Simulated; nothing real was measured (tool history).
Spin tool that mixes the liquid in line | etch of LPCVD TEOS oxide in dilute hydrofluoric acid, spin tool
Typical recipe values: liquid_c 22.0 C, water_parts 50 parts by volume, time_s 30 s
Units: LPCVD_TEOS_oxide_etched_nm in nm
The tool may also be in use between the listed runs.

run   hour  liquid_c  water_parts  time_s  wafers since the last listed run  hours since the thermometer was replaced  hours since the hydrofluoric acid flow meter was replaced  hours since the gauge calibration  read-back film thickness of the LPCVD TEOS oxide reference wafer, read on the same gauge (nm)  LPCVD_TEOS_oxide_etched_nm
  1    0.0      22.0           50      30                                 0                                     833.5                                                      930.9                              208.6                                                                                         100.00                       23.10
  2   18.6      22.0           50      30                               339                                     852.1                                                      949.5                              227.2                                                                                         100.02                       23.12
  3   42.3      22.0           50      30                               432                                     875.8                                                      973.2                              250.9                                                                                         100.01                       23.18
  4   65.2      22.0           50      30                               417                                     898.7                                                      996.1                              273.8                                                                                         100.01                       23.11
  5   82.2      22.0           50      30                               310                                     915.7                                                     1013.1                              290.8                                                                                         100.01                       22.90
  6  118.0      22.0           50      30                               653                                     951.5                                                     1048.9                              326.6                                                                                          99.97                       23.23
  7  136.6      22.0           50      30                               339                                     970.1                                                     1067.5                              345.2                                                                                         100.00                       23.11
  8  175.1      22.0           35      30                               702                                    1008.6                                                     1106.0                              383.7                                                                                          99.97                       33.71
  9  204.6      22.0           40      15                               538                                    1038.1                                                     1135.5                              413.2                                                                                         100.04                       14.66
 10  238.0      22.0           35      30                               609                                    1071.5                                                     1168.9                              446.6                                                                                         100.02                       33.74
     243.4  -- gauge calibrated
 11  259.5      18.5           50      30                               392                                    1093.0                                                     1190.4                               16.1                                                                                         100.00                       19.86
 12  284.9      18.5           50      30                               463                                    1118.4                                                     1215.8                               41.5                                                                                         100.01                       19.88
     307.6  -- thermometer replaced
 13  319.2      20.0           55      20                               607                                      11.6                                                     1250.1                               75.8                                                                                          99.97                       12.76
     336.0  -- hydrofluoric acid flow meter replaced
 14  393.4      22.0           30      25                              1335                                      85.8                                                       57.4                              150.0                                                                                          99.97                       32.75
 15  483.1      18.5           50      25                              1636                                     175.5                                                      147.1                              239.7                                                                                         100.00                       16.56
 16  532.2      22.0           50      45                               895                                     224.6                                                      196.2                              288.8                                                                                         100.00                       34.77

Predict each of these 4 candidate next runs independently; none follows another, all start after run 16:
  A  532.6      22.0           50      15                                 7                                     225.0                                                      196.6                              289.2                                                                                              ?                           ?
  B  532.6      25.5           70      30                                 7                                     225.0                                                      196.6                              289.2                                                                                              ?                           ?
  C  532.6      19.5           70      30                                 7                                     225.0                                                      196.6                              289.2                                                                                              ?                           ?
  D  532.6      17.5           50      40                                 7                                     225.0                                                      196.6                              289.2                                                                                              ?                           ?

run  read-back film thickness of the LPCVD TEOS oxide reference wafer, read on the same gauge (nm)  LPCVD_TEOS_oxide_etched_nm
  A                                                                                          99.99                       11.51
  B                                                                                          99.99                       18.49
  C                                                                                          99.99                       14.46
  D                                                                                          99.99                       25.35
Without the tool's hidden state the same runs would have given:
run  LPCVD_TEOS_oxide_etched_nm
  A                       11.51
  B                       18.49
  C                       14.46
  D                       25.35

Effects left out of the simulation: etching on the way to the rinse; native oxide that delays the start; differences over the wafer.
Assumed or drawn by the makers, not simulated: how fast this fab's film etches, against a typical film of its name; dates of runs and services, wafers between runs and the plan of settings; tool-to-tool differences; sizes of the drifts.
